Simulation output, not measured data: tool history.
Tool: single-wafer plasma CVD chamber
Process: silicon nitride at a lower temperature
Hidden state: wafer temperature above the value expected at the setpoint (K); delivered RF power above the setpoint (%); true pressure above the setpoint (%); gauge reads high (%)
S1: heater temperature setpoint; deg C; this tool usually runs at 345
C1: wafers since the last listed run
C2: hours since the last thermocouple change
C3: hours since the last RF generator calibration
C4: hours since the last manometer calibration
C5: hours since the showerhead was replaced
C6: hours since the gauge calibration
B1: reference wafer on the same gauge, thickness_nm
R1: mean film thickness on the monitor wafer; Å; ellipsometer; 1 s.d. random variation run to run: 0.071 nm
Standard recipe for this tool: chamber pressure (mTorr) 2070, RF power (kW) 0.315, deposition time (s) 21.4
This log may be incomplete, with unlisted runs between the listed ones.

run 1 hour=0.0 | S1=345 chamber_pressure_(mTorr)=2070 RF_power_(kW)=0.315 deposition_time_(s)=21.4 | C1=0 C2=2222.5 C3=1529.3 C4=1409.1 C5=5301.6 C6=62.1 | B1=35.190 | R1=284.40
run 2 hour=9.8 | S1=345 chamber_pressure_(mTorr)=2070 RF_power_(kW)=0.315 deposition_time_(s)=21.4 | C1=312 C2=2232.3 C3=1539.1 C4=1418.9 C5=5311.4 C6=71.9 | B1=35.166 | R1=283.70
run 3 hour=24.3 | S1=345 chamber_pressure_(mTorr)=2070 RF_power_(kW)=0.315 deposition_time_(s)=21.4 | C1=462 C2=2246.8 C3=1553.6 C4=1433.4 C5=5325.9 C6=86.4 | B1=35.187 | R1=283.42
run 4 hour=39.6 | S1=345 chamber_pressure_(mTorr)=2070 RF_power_(kW)=0.315 deposition_time_(s)=21.4 | C1=488 C2=2262.1 C3=1568.9 C4=1448.7 C5=5341.2 C6=101.7 | B1=35.200 | R1=283.61
run 5 hour=46.0 | S1=345 chamber_pressure_(mTorr)=2070 RF_power_(kW)=0.315 deposition_time_(s)=21.4 | C1=204 C2=2268.5 C3=1575.3 C4=1455.1 C5=5347.6 C6=108.1 | B1=35.190 | R1=281.52
run 6 hour=53.3 | S1=345 chamber_pressure_(mTorr)=2200 RF_power_(kW)=0.360 deposition_time_(s)=21.4 | C1=232 C2=2275.8 C3=1582.6 C4=1462.4 C5=5354.9 C6=115.4 | B1=35.190 | R1=326.63
run 7 hour=101.2 | S1=345 chamber_pressure_(mTorr)=2070 RF_power_(kW)=0.315 deposition_time_(s)=21.4 | C1=1528 C2=2323.7 C3=1630.5 C4=1510.3 C5=5402.8 C6=163.3 | B1=35.204 | R1=280.55
run 8 hour=118.4 | S1=345 chamber_pressure_(mTorr)=2070 RF_power_(kW)=0.315 deposition_time_(s)=21.4 | C1=548 C2=2340.9 C3=1647.7 C4=1527.5 C5=5420.0 C6=180.5 | B1=35.198 | R1=281.80
-- hour=129.1 showerhead replaced, of another model than before
-- hour=133.5 thermocouple changed; heater temperature recalibrated
run 9 hour=134.0 | S1=355 chamber_pressure_(mTorr)=1720 RF_power_(kW)=0.315 deposition_time_(s)=19.9 | C1=103 C2=0.5 C3=1663.3 C4=1543.1 C5=4.9 C6=196.1 | B1=35.215 | R1=260.75
run 10 hour=137.4 | S1=351 chamber_pressure_(mTorr)=2070 RF_power_(kW)=0.315 deposition_time_(s)=21.4 | C1=108 C2=3.9 C3=1666.7 C4=1546.5 C5=8.3 C6=199.5 | B1=35.195 | R1=290.65
-- hour=150.9 RF generator calibrated
run 11 hour=151.4 | S1=338 chamber_pressure_(mTorr)=1790 RF_power_(kW)=0.315 deposition_time_(s)=21.4 | C1=191 C2=17.9 C3=0.5 C4=1560.5 C5=22.3 C6=213.5 | B1=35.213 | R1=293.79
run 12 hour=161.8 | S1=345 chamber_pressure_(mTorr)=2420 RF_power_(kW)=0.315 deposition_time_(s)=21.4 | C1=331 C2=28.3 C3=10.9 C4=1570.9 C5=32.7 C6=223.9 | B1=35.201 | R1=312.43
-- hour=163.0 gauge calibrated
run 13 hour=177.5 | S1=345 chamber_pressure_(mTorr)=2480 RF_power_(kW)=0.345 deposition_time_(s)=25.2 | C1=501 C2=44.0 C3=26.6 C4=1586.6 C5=48.4 C6=14.5 | B1=35.182 | R1=385.06
-- hour=188.0 capacitance manometer re-zeroed and calibrated
run 14 hour=226.4 | S1=336 chamber_pressure_(mTorr)=2340 RF_power_(kW)=0.315 deposition_time_(s)=19.1 | C1=1305 C2=92.9 C3=75.5 C4=38.4 C5=97.3 C6=63.4 | B1=35.214 | R1=276.33
run 15 hour=234.7 | S1=359 chamber_pressure_(mTorr)=2210 RF_power_(kW)=0.315 deposition_time_(s)=19.6 | C1=264 C2=101.2 C3=83.8 C4=46.7 C5=105.6 C6=71.7 | B1=35.188 | R1=278.95
run 16 hour=249.3 | S1=335 chamber_pressure_(mTorr)=1610 RF_power_(kW)=0.280 deposition_time_(s)=18.9 | C1=465 C2=115.8 C3=98.4 C4=61.3 C5=120.2 C6=86.3 | B1=35.194 | R1=238.68
run 17 hour=265.4 | S1=345 chamber_pressure_(mTorr)=2070 RF_power_(kW)=0.315 deposition_time_(s)=21.4 | C1=513 C2=131.9 C3=114.5 C4=77.4 C5=136.3 C6=102.4 | B1=35.206 | R1=301.97

Alternative continuations, all from the tool just after run 17; predict every row:
run A hour=265.8 | S1=345 chamber_pressure_(mTorr)=2070 RF_power_(kW)=0.315 deposition_time_(s)=21.4 | C1=12 C2=132.3 C3=114.9 C4=77.8 C5=136.7 C6=102.8 | B1=? | R1=?
run B hour=265.8 | S1=350 chamber_pressure_(mTorr)=1790 RF_power_(kW)=0.260 deposition_time_(s)=20.1 | C1=12 C2=132.3 C3=114.9 C4=77.8 C5=136.7 C6=102.8 | B1=? | R1=?
run C hour=265.8 | S1=345 chamber_pressure_(mTorr)=2560 RF_power_(kW)=0.275 deposition_time_(s)=21.4 | C1=12 C2=132.3 C3=114.9 C4=77.8 C5=136.7 C6=102.8 | B1=? | R1=?
run D hour=265.8 | S1=335 chamber_pressure_(mTorr)=2070 RF_power_(kW)=0.270 deposition_time_(s)=21.4 | C1=12 C2=132.3 C3=114.9 C4=77.8 C5=136.7 C6=102.8 | B1=? | R1=?
run E hour=265.8 | S1=356 chamber_pressure_(mTorr)=2270 RF_power_(kW)=0.270 deposition_time_(s)=23.3 | C1=12 C2=132.3 C3=114.9 C4=77.8 C5=136.7 C6=102.8 | B1=? | R1=?

run=A B1=35.200 R1=301.70
run=B B1=35.200 R1=248.57
run=C B1=35.200 R1=293.37
run=D B1=35.200 R1=279.30
run=E B1=35.200 R1=307.66
With no hidden state in the tool, these same runs would have given:
run=A R1=301.98
run=B R1=248.81
run=C R1=293.65
run=D R1=279.56
run=E R1=307.95

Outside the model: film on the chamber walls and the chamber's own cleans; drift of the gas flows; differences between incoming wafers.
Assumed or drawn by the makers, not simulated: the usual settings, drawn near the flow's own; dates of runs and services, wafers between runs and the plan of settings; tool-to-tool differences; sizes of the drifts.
